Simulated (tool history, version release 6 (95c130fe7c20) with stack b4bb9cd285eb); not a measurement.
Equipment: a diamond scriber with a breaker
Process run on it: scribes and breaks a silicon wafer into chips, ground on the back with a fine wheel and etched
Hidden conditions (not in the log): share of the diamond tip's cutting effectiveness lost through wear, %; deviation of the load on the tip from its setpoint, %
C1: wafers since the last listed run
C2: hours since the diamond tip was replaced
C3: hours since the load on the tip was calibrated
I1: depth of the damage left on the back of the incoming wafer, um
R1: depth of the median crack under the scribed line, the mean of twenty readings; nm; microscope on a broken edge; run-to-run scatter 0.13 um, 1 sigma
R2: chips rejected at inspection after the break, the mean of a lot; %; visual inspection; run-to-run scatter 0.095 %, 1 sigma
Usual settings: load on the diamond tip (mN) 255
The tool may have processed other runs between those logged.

Run 1, day 0: usual settings but load on the diamond tip (mN) 273; C1 0; C2 34.5; C3 362.4; I1 0.76. Result: R1 12380 nm, R2 1.73 %.
Run 2, day 0.592: usual settings but load on the diamond tip (mN) 273; C1 28; C2 48.7; C3 376.6; I1 0.73. Result: R1 12440 nm, R2 1.89 %.
Run 3, day 1.725: usual settings but load on the diamond tip (mN) 289; C1 55; C2 75.9; C3 403.8; I1 0.36. Result: R1 13080 nm, R2 2.7 %.
Run 4, day 3.117: usual settings but load on the diamond tip (mN) 289; C1 67; C2 109.3; C3 437.2; I1 0.42. Result: R1 12960 nm, R2 3.06 %.
Run 5, day 4.067: usual settings; C1 46; C2 132.1; C3 460; I1 0.7. Result: R1 12090 nm, R2 1.26 %.
Run 6, day 4.7: usual settings; C1 30; C2 147.3; C3 475.2; I1 0.48. Result: R1 11870 nm, R2 1.41 %.
Run 7, day 5.283: usual settings; C1 28; C2 161.3; C3 489.2; I1 0.37. Result: R1 12100 nm, R2 1.17 %.
Run 8, day 6.717: usual settings; C1 69; C2 195.7; C3 523.6; I1 0.52. Result: R1 12030 nm, R2 1.22 %.
Run 9, day 7.621: usual settings; C1 43; C2 217.4; C3 545.3; I1 0.59. Result: R1 11910 nm, R2 1.4 %.
Run 10, day 8.554: usual settings but load on the diamond tip (mN) 300; C1 45; C2 239.8; C3 567.7; I1 0.66. Result: R1 13390 nm, R2 4.11 %.
Run 11, day 9.842: usual settings but load on the diamond tip (mN) 190; C1 62; C2 270.7; C3 598.6; I1 0.49. Result: R1 10240 nm, R2 7.24 %.
At day 10.238: diamond tip replaced by a new one.
Run 12, day 10.875: usual settings but load on the diamond tip (mN) 211; C1 46; C2 15.3; C3 623.4; I1 0.56. Result: R1 10670 nm, R2 5 %.
At day 11.767: load on the tip recalibrated.
Run 13, day 12.238: usual settings; C1 62; C2 48; C3 11.3; I1 0.32. Result: R1 11960 nm, R2 1.17 %.
Run 14, day 14.812: usual settings but load on the diamond tip (mN) 225; C1 125; C2 109.8; C3 73.1; I1 0.61. Result: R1 11200 nm, R2 2.85 %.
Run 15, day 15.529: usual settings but load on the diamond tip (mN) 217; C1 34; C2 127; C3 90.3; I1 0.55. Result: R1 11020 nm, R2 3.5 %.
Run 16, day 16.308: usual settings but load on the diamond tip (mN) 214; C1 37; C2 145.7; C3 109; I1 0.58. Result: R1 10760 nm, R2 3.61 %.
Run 17, day 17.3: usual settings but load on the diamond tip (mN) 298; C1 48; C2 169.5; C3 132.8; I1 0.41. Result: R1 13120 nm, R2 3.63 %.

Each row is a separate what-if for the run after 17, all from the same tool condition, not one after another. Results?
Run A, day 17.329: usual settings but load on the diamond tip (mN) 182; C1 1; C2 170.2; C3 133.5; I1 0.5. Result: R1 ?, R2 ?.
Run B, day 17.329: usual settings but load on the diamond tip (mN) 234; C1 1; C2 170.2; C3 133.5; I1 0.5. Result: R1 ?, R2 ?.
Run C, day 17.329: usual settings but load on the diamond tip (mN) 285; C1 1; C2 170.2; C3 133.5; I1 0.5. Result: R1 ?, R2 ?.

run     R1     R2
  A  10010  11.05
  B  11420   2.04
  C  12730   2.55
Without the tool's hidden state the same runs would have given:
run     R1     R2
  A  10010  11.05
  B  11420   2.04
  C  12730   2.55
